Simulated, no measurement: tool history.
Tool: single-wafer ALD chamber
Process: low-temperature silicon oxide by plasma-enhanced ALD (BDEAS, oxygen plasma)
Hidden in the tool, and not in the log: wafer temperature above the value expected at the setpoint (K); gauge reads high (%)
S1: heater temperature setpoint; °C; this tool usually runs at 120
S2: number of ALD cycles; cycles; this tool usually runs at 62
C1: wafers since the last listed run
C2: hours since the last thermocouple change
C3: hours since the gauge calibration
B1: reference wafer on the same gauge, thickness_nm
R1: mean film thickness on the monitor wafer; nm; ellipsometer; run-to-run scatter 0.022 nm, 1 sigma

run,hour,S1,S2,C1,C2,C3,B1,R1
1,0,132,59,0,692.1,247.8,7.345,8.305
2,55.3,120,62,323,747.4,303.1,7.335,8.929
3,84.4,120,69,170,776.5,332.2,7.337,9.972
4,118.5,120,69,199,810.6,366.3,7.341,9.94
5,150.4,120,62,186,842.5,398.2,7.339,8.895
6,175.6,120,62,147,867.7,423.4,7.343,8.933
7,220.6,120,62,263,912.7,468.4,7.337,8.924
8,287.2,120,62,389,979.3,535,7.337,8.922
9,356.1,120,62,402,1048.2,603.9,7.344,8.924
10,411.8,120,62,325,1103.9,659.6,7.34,8.979
11,439.8,116,58,163,1131.9,687.6,7.341,8.416
12,485.9,116,58,269,1178,733.7,7.338,8.41
13,557.2,116,58,416,1249.3,805,7.341,8.384
14,591.2,133,67,198,1283.3,839,7.338,9.446
15,661.5,120,62,411,1353.6,909.3,7.339,8.939
16,691.8,126,69,177,1383.9,939.6,7.346,9.868
17,753.5,134,67,360,1445.6,1001.3,7.333,9.435
18,808.5,120,62,321,1500.6,1056.3,7.336,8.951
19,842,115,62,195,1534.1,1089.8,7.339,9.043
# hour 883.7: gauge calibrated
# hour 888.7: thermocouple changed; heater temperature recalibrated
20,889.2,131,74,229,0.5,5.5,7.338,10.454
21,941.3,120,62,304,52.6,57.6,7.346,8.931
22,983.6,108,51,247,94.9,99.9,7.343,7.504
23,1044.4,120,53,355,155.7,160.7,7.351,7.656
24,1114.8,133,62,411,226.1,231.1,7.336,8.74
25,1174.6,120,62,349,285.9,290.9,7.34,8.938
26,1206.6,120,62,187,317.9,322.9,7.339,8.933
27,1267,127,51,353,378.3,383.3,7.339,7.252

Each row is a separate what-if for the run after 27, all from the same tool condition, not one after another. Results?
A,1267.5,120,70,2,378.8,383.8,?,?
B,1267.5,131,55,2,378.8,383.8,?,?
C,1267.5,132,74,2,378.8,383.8,?,?
D,1267.5,110,72,2,378.8,383.8,?,?
E,1267.5,106,67,2,378.8,383.8,?,?

run,B1,R1
A,7.331,10.073
B,7.331,7.771
C,7.331,10.438
D,7.331,10.532
E,7.331,9.864
Without the tool's unlogged condition, the same runs would have read:
run,R1
A,10.073
B,7.771
C,10.438
D,10.532
E,9.864

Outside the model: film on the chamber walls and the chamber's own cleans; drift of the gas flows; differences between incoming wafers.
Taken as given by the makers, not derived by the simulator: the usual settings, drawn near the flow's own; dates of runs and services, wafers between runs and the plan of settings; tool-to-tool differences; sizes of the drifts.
